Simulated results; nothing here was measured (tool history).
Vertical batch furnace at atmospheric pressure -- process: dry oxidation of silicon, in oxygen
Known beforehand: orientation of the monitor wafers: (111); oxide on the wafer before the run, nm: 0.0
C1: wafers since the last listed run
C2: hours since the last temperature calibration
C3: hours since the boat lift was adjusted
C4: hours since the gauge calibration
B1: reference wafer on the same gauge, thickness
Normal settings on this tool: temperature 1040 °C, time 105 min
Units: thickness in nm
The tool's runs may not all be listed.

run 1 hour=0 | temperature=1040 time=105 | C1=0 C2=2904.6 C3=3603.9 C4=169.3 | B1=134.96 | thickness=127.45
run 2 hour=30.2 | temperature=1040 time=105 | C1=366 C2=2934.8 C3=3634.1 C4=199.5 | B1=134.99 | thickness=127.14
run 3 hour=92.2 | temperature=1040 time=105 | C1=752 C2=2996.8 C3=3696.1 C4=261.5 | B1=135.01 | thickness=127.2
run 4 hour=105.8 | temperature=1040 time=105 | C1=165 C2=3010.4 C3=3709.7 C4=275.1 | B1=134.98 | thickness=127.53
run 5 hour=134.1 | temperature=1040 time=105 | C1=343 C2=3038.7 C3=3738 C4=303.4 | B1=135.01 | thickness=127.42
run 6 hour=220.9 | temperature=1028 time=79 | C1=1053 C2=3125.5 C3=3824.8 C4=390.2 | B1=135.05 | thickness=99.51
run 7 hour=246.5 | temperature=1028 time=79 | C1=310 C2=3151.1 C3=3850.4 C4=415.8 | B1=135 | thickness=99.67
run 8 hour=259 | temperature=1028 time=79 | C1=151 C2=3163.6 C3=3862.9 C4=428.3 | B1=135.03 | thickness=99.66
run 9 hour=274.8 | temperature=1040 time=105 | C1=191 C2=3179.4 C3=3878.7 C4=444.1 | B1=135.04 | thickness=127.43
run 10 hour=309.2 | temperature=1040 time=105 | C1=417 C2=3213.8 C3=3913.1 C4=478.5 | B1=134.97 | thickness=127.39
run 11 hour=336.8 | temperature=1040 time=105 | C1=334 C2=3241.4 C3=3940.7 C4=506.1 | B1=135.01 | thickness=127.61
run 12 hour=348.8 | temperature=1051 time=77 | C1=145 C2=3253.4 C3=3952.7 C4=518.1 | B1=134.98 | thickness=111.99
run 13 hour=413.9 | temperature=1040 time=90.5 | C1=789 C2=3318.5 C3=4017.8 C4=583.2 | B1=134.95 | thickness=116.72
-- hour=455.8 boat lift adjusted
run 14 hour=456.3 | temperature=1040 time=105 | C1=223 C2=3360.9 C3=0.5 C4=625.6 | B1=134.98 | thickness=127.73
-- hour=485.2 thermocouples replaced and temperature profile calibrated
run 15 hour=485.7 | temperature=1028 time=79 | C1=65 C2=0.5 C3=29.9 C4=655 | B1=135.02 | thickness=97.4
-- hour=491.2 gauge calibrated
run 16 hour=492.4 | temperature=1024 time=86 | C1=81 C2=7.2 C3=36.6 C4=1.2 | B1=135.02 | thickness=100.22
run 17 hour=505.6 | temperature=1040 time=105 | C1=160 C2=20.4 C3=49.8 C4=14.4 | B1=134.99 | thickness=125.06
run 18 hour=529 | temperature=1027 time=88 | C1=283 C2=43.8 C3=73.2 C4=37.8 | B1=134.99 | thickness=103.73
run 19 hour=544 | temperature=1020 time=64.5 | C1=182 C2=58.8 C3=88.2 C4=52.8 | B1=135.01 | thickness=81.35
run 20 hour=562 | temperature=1060 time=64.5 | C1=218 C2=76.8 C3=106.2 C4=70.8 | B1=134.97 | thickness=103.61
run 21 hour=586.8 | temperature=1050 time=105 | C1=300 C2=101.6 C3=131 C4=95.6 | B1=135.03 | thickness=132.35

Run 22, settings as shown, results not yet in. Your forecast:
run 22 hour=615.4 | temperature=1040 time=105 | C1=347 C2=130.2 C3=159.6 C4=124.2 | B1=? | thickness=?

Run 22 came out at B1 135.01, thickness 125.24 nm.
Without the tool's hidden state the same run would have given thickness 124.98 nm.
